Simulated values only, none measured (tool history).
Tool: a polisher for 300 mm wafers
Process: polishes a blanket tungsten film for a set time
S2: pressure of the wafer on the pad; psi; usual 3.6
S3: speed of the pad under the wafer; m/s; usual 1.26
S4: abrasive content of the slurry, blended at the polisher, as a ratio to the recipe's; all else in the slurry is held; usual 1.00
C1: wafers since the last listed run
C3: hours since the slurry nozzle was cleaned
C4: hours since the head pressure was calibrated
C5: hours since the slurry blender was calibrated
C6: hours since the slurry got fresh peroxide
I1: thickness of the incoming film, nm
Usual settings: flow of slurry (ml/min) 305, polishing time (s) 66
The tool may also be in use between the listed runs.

Run 1, day 0.000: usual settings but polishing time (s) 77; C1 0; wafers polished on this pad 618; C3 78.5; C4 410.7; C5 255.3; C6 179.1; I1 1399.0. Result: film removed (angstrom) 3496.
Run 2, day 2.021: usual settings but polishing time (s) 77; C1 548; wafers polished on this pad 1166; C3 127.0; C4 459.2; C5 303.8; C6 227.6; I1 1388.8. Result: film removed (angstrom) 3357.
At day 2.471: slurry tank refilled with fresh slurry and peroxide.
Run 3, day 4.233: usual settings but polishing time (s) 77; C1 589; wafers polished on this pad 1756; C3 180.1; C4 512.3; C5 356.9; C6 42.3; I1 1394.9. Result: film removed (angstrom) 3263.
At day 4.358: slurry blender recalibrated.
At day 5.317: head pressure recalibrated.
Run 4, day 5.725: usual settings but flow of slurry (ml/min) 275; C1 359; wafers polished on this pad 2115; C3 215.9; C4 9.8; C5 32.8; C6 78.1; I1 1411.7. Result: film removed (angstrom) 2917.
At day 7.017: worn pad replaced by a new one.
Run 5, day 7.454: usual settings; C1 424; wafers polished on this pad 119; C3 257.4; C4 51.3; C5 74.3; C6 119.6; I1 1415.7. Result: film removed (angstrom) 3344.
Run 6, day 9.171: usual settings; C1 466; wafers polished on this pad 585; C3 298.6; C4 92.5; C5 115.5; C6 160.8; I1 1388.2. Result: film removed (angstrom) 3226.
Run 7, day 10.771: usual settings; C1 434; wafers polished on this pad 1019; C3 337.0; C4 130.9; C5 153.9; C6 199.2; I1 1411.0. Result: film removed (angstrom) 3057.
Run 8, day 13.058: usual settings but S3 1.10 m/s; C1 621; wafers polished on this pad 1640; C3 391.9; C4 185.8; C5 208.8; C6 254.1; I1 1417.6. Result: film removed (angstrom) 2614.
At day 13.750: slurry tank refilled with fresh slurry and peroxide.
Run 9, day 15.575: usual settings; C1 671; wafers polished on this pad 2312; C3 452.3; C4 246.2; C5 269.2; C6 43.8; I1 1385.1. Result: film removed (angstrom) 2827.
At day 15.875: worn pad replaced by a new one.
Run 10, day 17.946: usual settings; C1 598; wafers polished on this pad 562; C3 509.2; C4 303.1; C5 326.1; C6 100.7; I1 1377.0. Result: film removed (angstrom) 2931.
At day 18.325: slurry blender recalibrated.
At day 18.650: slurry nozzle cleaned.
Run 11, day 20.300: usual settings; C1 605; wafers polished on this pad 1167; C3 39.6; C4 359.6; C5 47.4; C6 157.2; I1 1367.4. Result: film removed (angstrom) 3024.
Run 12, day 22.362: usual settings; C1 559; wafers polished on this pad 1727; C3 89.1; C4 409.1; C5 96.9; C6 206.7; I1 1422.7. Result: film removed (angstrom) 2923.
At day 24.446: slurry tank refilled with fresh slurry and peroxide.
At day 25.512: worn pad replaced by a new one.
Run 13, day 29.050: usual settings but S2 2.9 psi, S3 1.12 m/s, S4 0.75, polishing time (s) 83; C1 1758; wafers polished on this pad 959; C3 249.6; C4 569.6; C5 257.4; C6 110.5; I1 1397.8. Result: film removed (angstrom) 2470.
Run 14, day 30.729: usual settings but S2 4.5 psi, S4 0.75; C1 455; wafers polished on this pad 1415; C3 289.9; C4 609.9; C5 297.7; C6 150.8; I1 1404.4. Result: film removed (angstrom) 3275.
Run 15, day 31.854: usual settings; C1 305; wafers polished on this pad 1721; C3 316.9; C4 636.9; C5 324.7; C6 177.8; I1 1403.1. Result: film removed (angstrom) 2756.
At day 32.108: head pressure recalibrated.
At day 34.104: slurry blender recalibrated.
Run 16, day 34.758: usual settings but S2 4.2 psi; C1 743; wafers polished on this pad 2464; C3 386.6; C4 63.6; C5 15.7; C6 247.5; I1 1389.2. Result: film removed (angstrom) 3498.
At day 34.992: worn pad replaced by a new one.
At day 35.642: slurry tank refilled with fresh slurry and peroxide.
Run 17, day 36.117: usual settings but S2 3.0 psi, S4 1.15; C1 312; wafers polished on this pad 294; C3 419.2; C4 96.2; C5 48.3; C6 11.4; I1 1431.0. Result: film removed (angstrom) 2894.
Run 18, day 37.771: usual settings; C1 449; wafers polished on this pad 743; C3 458.9; C4 135.9; C5 88.0; C6 51.1; I1 1398.3. Result: film removed (angstrom) 3131.
At day 37.867: slurry nozzle cleaned.
Run 19, day 39.379: usual settings but S4 0.85; C1 425; wafers polished on this pad 1168; C3 36.3; C4 174.5; C5 126.6; C6 89.7; I1 1397.5. Result: film removed (angstrom) 2923.
Run 20, day 41.375: usual settings but flow of slurry (ml/min) 350; C1 541; wafers polished on this pad 1710; C3 84.2; C4 222.4; C5 174.5; C6 137.6; I1 1399.7. Result: film removed (angstrom) 3088.
Run 21, day 42.762: usual settings; C1 376; wafers polished on this pad 2087; C3 117.5; C4 255.7; C5 207.8; C6 170.9; I1 1399.3. Result: film removed (angstrom) 2994.
At day 43.592: worn pad replaced by a new one.
At day 45.267: slurry tank refilled with fresh slurry and peroxide.
Run 22, day 45.721: usual settings but S4 0.75; C1 746; wafers polished on this pad 566; C3 188.5; C4 326.7; C5 278.8; C6 10.9; I1 1385.7. Result: film removed (angstrom) 2752.
At day 47.229: slurry blender recalibrated.
Run 23, day 48.033: usual settings but flow of slurry (ml/min) 350, S3 1.10 m/s; C1 605; wafers polished on this pad 1172; C3 244.0; C4 382.2; C5 19.3; C6 66.4; I1 1408.4. Result: film removed (angstrom) 2643.
Run 24, day 50.346: usual settings; C1 627; wafers polished on this pad 1799; C3 299.5; C4 437.7; C5 74.8; C6 121.9; I1 1418.8. Result: film removed (angstrom) 3051.

5 ways to go on from here, each from the tool as it stands after run 24. What would each give?
Run A, day 50.362: usual settings but S3 0.92 m/s; C1 4; wafers polished on this pad 1804; C3 299.9; C4 438.1; C5 75.2; C6 122.3; I1 1414.4. Result: film removed (angstrom) ?.
Run B, day 50.362: usual settings but flow of slurry (ml/min) 280, S2 4.2 psi, S3 1.04 m/s, polishing time (s) 87; C1 4; wafers polished on this pad 1804; C3 299.9; C4 438.1; C5 75.2; C6 122.3; I1 1414.4. Result: film removed (angstrom) ?.
Run C, day 50.362: usual settings but flow of slurry (ml/min) 250, polishing time (s) 75; C1 4; wafers polished on this pad 1804; C3 299.9; C4 438.1; C5 75.2; C6 122.3; I1 1414.4. Result: film removed (angstrom) ?.
Run D, day 50.362: usual settings but S2 2.5 psi, S4 1.25; C1 4; wafers polished on this pad 1804; C3 299.9; C4 438.1; C5 75.2; C6 122.3; I1 1414.4. Result: film removed (angstrom) ?.
Run E, day 50.362: usual settings but flow of slurry (ml/min) 270, S2 4.6 psi, S4 0.90, polishing time (s) 73; C1 4; wafers polished on this pad 1804; C3 299.9; C4 438.1; C5 75.2; C6 122.3; I1 1414.4. Result: film removed (angstrom) ?.

run  film removed (angstrom)
  A                     2176
  B                     3760
  C                     3338
  D                     2227
  E                     4026
Without the tool's hidden state the same runs would have given:
run  film removed (angstrom)
  A                     2476
  B                     4280
  C                     3800
  D                     2535
  E                     4582

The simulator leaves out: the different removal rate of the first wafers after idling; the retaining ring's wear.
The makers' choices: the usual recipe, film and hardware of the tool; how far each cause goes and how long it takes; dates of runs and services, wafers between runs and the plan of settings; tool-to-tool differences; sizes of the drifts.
